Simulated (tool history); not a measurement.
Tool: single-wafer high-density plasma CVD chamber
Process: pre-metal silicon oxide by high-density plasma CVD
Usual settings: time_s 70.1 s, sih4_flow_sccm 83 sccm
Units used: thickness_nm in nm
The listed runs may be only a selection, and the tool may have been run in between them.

run   hour  time_s  sih4_flow_sccm  wafers since the last listed run  hours since the silane flow controller was replaced  hours since the gauge calibration  read-back reference wafer on the same gauge, thickness_nm  thickness_nm
  1      0    70.1              71                                 0                                               2206.5                               16.5                                                    504.585       544.659
  2     71    70.1              71                              1333                                               2277.5                               87.5                                                    504.065       538.772
  3  141.7      78              83                              1328                                               2348.2                              158.2                                                    505.531       679.928
  4  249.6      78              83                              2026                                               2456.1                              266.1                                                    505.604       671.699
  5  502.2    70.1              83                              4745                                               2708.7                              518.7                                                    505.521       609.202
  6  586.3    70.1              83                              1579                                               2792.8                              602.8                                                    505.897       606.264
  7  685.3    70.1              83                              1859                                               2891.8                              701.8                                                     504.85       601.653
  8  773.3    70.1              73                              1653                                               2979.8                              789.8                                                    505.556       549.352
  9  904.2    70.1              83                              2459                                               3110.7                              920.7                                                     504.03       598.052
 10  951.4    70.1              83                               886                                               3157.9                              967.9                                                      505.6        599.04
 11    992    70.1              83                               762                                               3198.5                             1008.5                                                    505.228       597.553
     1042.7  -- silane flow controller replaced
 12   1064    70.1              83                              1202                                                 21.3                             1080.5                                                    505.497       582.059

The next listed run, before its measurement:
     1107.8  -- gauge calibrated
 13  1114    59.7              96                               939                                                 71.3                                6.2                                                          ?             ?

{"run 13": {"read-back reference wafer on the same gauge, thickness_nm": 505.538, "thickness_nm": 556.326}}
Without the tool's hidden state the same run would have given thickness_nm 590.858 nm.

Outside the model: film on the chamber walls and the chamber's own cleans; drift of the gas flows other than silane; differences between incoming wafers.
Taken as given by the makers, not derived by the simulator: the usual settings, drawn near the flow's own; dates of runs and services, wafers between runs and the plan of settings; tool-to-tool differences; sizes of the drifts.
